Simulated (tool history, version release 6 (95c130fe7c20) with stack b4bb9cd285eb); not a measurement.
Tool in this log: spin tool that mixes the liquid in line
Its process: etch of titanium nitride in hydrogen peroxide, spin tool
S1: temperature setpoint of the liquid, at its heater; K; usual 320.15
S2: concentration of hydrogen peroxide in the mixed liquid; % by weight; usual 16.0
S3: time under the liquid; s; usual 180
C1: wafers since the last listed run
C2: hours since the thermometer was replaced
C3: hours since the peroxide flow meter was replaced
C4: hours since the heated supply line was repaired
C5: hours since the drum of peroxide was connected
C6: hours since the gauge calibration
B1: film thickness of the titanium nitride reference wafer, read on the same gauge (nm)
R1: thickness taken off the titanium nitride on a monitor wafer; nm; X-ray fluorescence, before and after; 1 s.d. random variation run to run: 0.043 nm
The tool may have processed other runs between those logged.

Run 1, day 0.000: usual settings but S2 19.5 % by weight, S3 115 s; C1 0; C2 1879.8; C3 1229.5; C4 1519.0; C5 1187.7; C6 298.2; B1 39.16. Result: R1 4.05 nm.
Run 2, day 0.921: usual settings but S2 19.5 % by weight, S3 115 s; C1 149; C2 1901.9; C3 1251.6; C4 1541.1; C5 1209.8; C6 320.3; B1 39.06. Result: R1 4.08 nm.
Run 3, day 1.667: usual settings but S1 323.15 K, S2 14.0 % by weight; C1 120; C2 1919.8; C3 1269.5; C4 1559.0; C5 1227.7; C6 338.2; B1 39.03. Result: R1 7.36 nm.
Run 4, day 2.775: usual settings but S1 323.15 K, S2 14.0 % by weight; C1 179; C2 1946.4; C3 1296.1; C4 1585.6; C5 1254.3; C6 364.8; B1 39.04. Result: R1 7.33 nm.
Run 5, day 3.483: usual settings; C1 114; C2 1963.4; C3 1313.1; C4 1602.6; C5 1271.3; C6 381.8; B1 39.02. Result: R1 6.08 nm.
Run 6, day 4.421: usual settings; C1 151; C2 1985.9; C3 1335.6; C4 1625.1; C5 1293.8; C6 404.3; B1 39.02. Result: R1 6.09 nm.
Run 7, day 5.117: usual settings but S2 12.5 % by weight; C1 112; C2 2002.6; C3 1352.3; C4 1641.8; C5 1310.5; C6 421.0; B1 39.05. Result: R1 5.74 nm.
Run 8, day 6.129: usual settings but S2 12.5 % by weight; C1 164; C2 2026.9; C3 1376.6; C4 1666.1; C5 1334.8; C6 445.3; B1 39.00. Result: R1 5.67 nm.
Run 9, day 7.271: usual settings but S2 12.5 % by weight; C1 185; C2 2054.3; C3 1404.0; C4 1693.5; C5 1362.2; C6 472.7; B1 38.98. Result: R1 5.76 nm.
Run 10, day 8.575: usual settings; C1 211; C2 2085.6; C3 1435.3; C4 1724.8; C5 1393.5; C6 504.0; B1 39.03. Result: R1 5.97 nm.
At day 8.992: thermometer replaced.
At day 9.542: heated supply line repaired.
At day 9.738: gauge calibrated.
Run 11, day 10.071: usual settings; C1 228; C2 25.9; C3 1471.2; C4 12.7; C5 1429.4; C6 8.0; B1 39.99. Result: R1 6.25 nm.
Run 12, day 11.508: usual settings; C1 232; C2 60.4; C3 1505.7; C4 47.2; C5 1463.9; C6 42.5; B1 39.81. Result: R1 6.15 nm.
Run 13, day 12.800: usual settings; C1 209; C2 91.4; C3 1536.7; C4 78.2; C5 1494.9; C6 73.5; B1 39.73. Result: R1 6.24 nm.
At day 13.038: new drum of peroxide connected.
Run 14, day 13.367: usual settings; C1 85; C2 105.0; C3 1550.3; C4 91.8; C5 7.9; C6 87.1; B1 39.66. Result: R1 6.16 nm.
Run 15, day 13.938: usual settings but S1 310.15 K, S2 14.0 % by weight, S3 265 s; C1 92; C2 118.7; C3 1564.0; C4 105.5; C5 21.6; C6 100.8; B1 39.63. Result: R1 4.08 nm.
Run 16, day 14.900: usual settings but S2 14.0 % by weight; C1 156; C2 141.8; C3 1587.1; C4 128.6; C5 44.7; C6 123.9; B1 39.51. Result: R1 6.01 nm.
Run 17, day 16.150: usual settings but S2 19.5 % by weight, S3 115 s; C1 202; C2 171.8; C3 1617.1; C4 158.6; C5 74.7; C6 153.9; B1 39.46. Result: R1 4.03 nm.
Run 18, day 16.908: usual settings but S1 313.65 K; C1 122; C2 190.0; C3 1635.3; C4 176.8; C5 92.9; C6 172.1; B1 39.42. Result: R1 3.78 nm.
Run 19, day 18.058: usual settings but S1 329.15 K; C1 186; C2 217.6; C3 1662.9; C4 204.4; C5 120.5; C6 199.7; B1 39.35. Result: R1 11.70 nm.
At day 18.954: peroxide flow meter replaced.
Run 20, day 19.358: usual settings but S1 313.65 K, S2 12.5 % by weight, S3 75 s; C1 203; C2 248.8; C3 9.7; C4 235.6; C5 151.7; C6 230.9; B1 39.34. Result: R1 1.49 nm.
Run 21, day 20.508: usual settings; C1 186; C2 276.4; C3 37.3; C4 263.2; C5 179.3; C6 258.5; B1 39.20. Result: R1 6.09 nm.
Run 22, day 21.075: usual settings but S2 12.5 % by weight, S3 290 s; C1 91; C2 290.0; C3 50.9; C4 276.8; C5 192.9; C6 272.1; B1 39.22. Result: R1 9.35 nm.
Run 23, day 21.779: usual settings; C1 114; C2 306.9; C3 67.8; C4 293.7; C5 209.8; C6 289.0; B1 39.25. Result: R1 6.11 nm.
Run 24, day 23.229: usual settings but S1 315.15 K; C1 235; C2 341.7; C3 102.6; C4 328.5; C5 244.6; C6 323.8; B1 39.17. Result: R1 4.24 nm.
Run 25, day 24.575: usual settings but S1 326.15 K, S2 20.5 % by weight, S3 80 s; C1 218; C2 374.0; C3 134.9; C4 360.8; C5 276.9; C6 356.1; B1 39.17. Result: R1 4.43 nm.

Results for each run, recomputed without the tool's hidden state and with each run's random variation untouched:
Hidden conditions of the tool in this case: liquid hotter than its thermometer reads (K); peroxide flow above the setpoint (%); temperature lost on the way to the wafer (K); peroxide weaker than its label (%); gauge reads high (%).
run     R1
  1   4.14
  2   4.18
  3   7.53
  4   7.51
  5   6.22
  6   6.24
  7   5.88
  8   5.81
  9   5.91
 10   6.13
 11   6.26
 12   6.18
 13   6.29
 14   6.21
 15   4.12
 16   6.08
 17   4.08
 18   3.83
 19  11.89
 20   1.51
 21   6.20
 22   9.53
 23   6.23
 24   4.33
 25   4.53
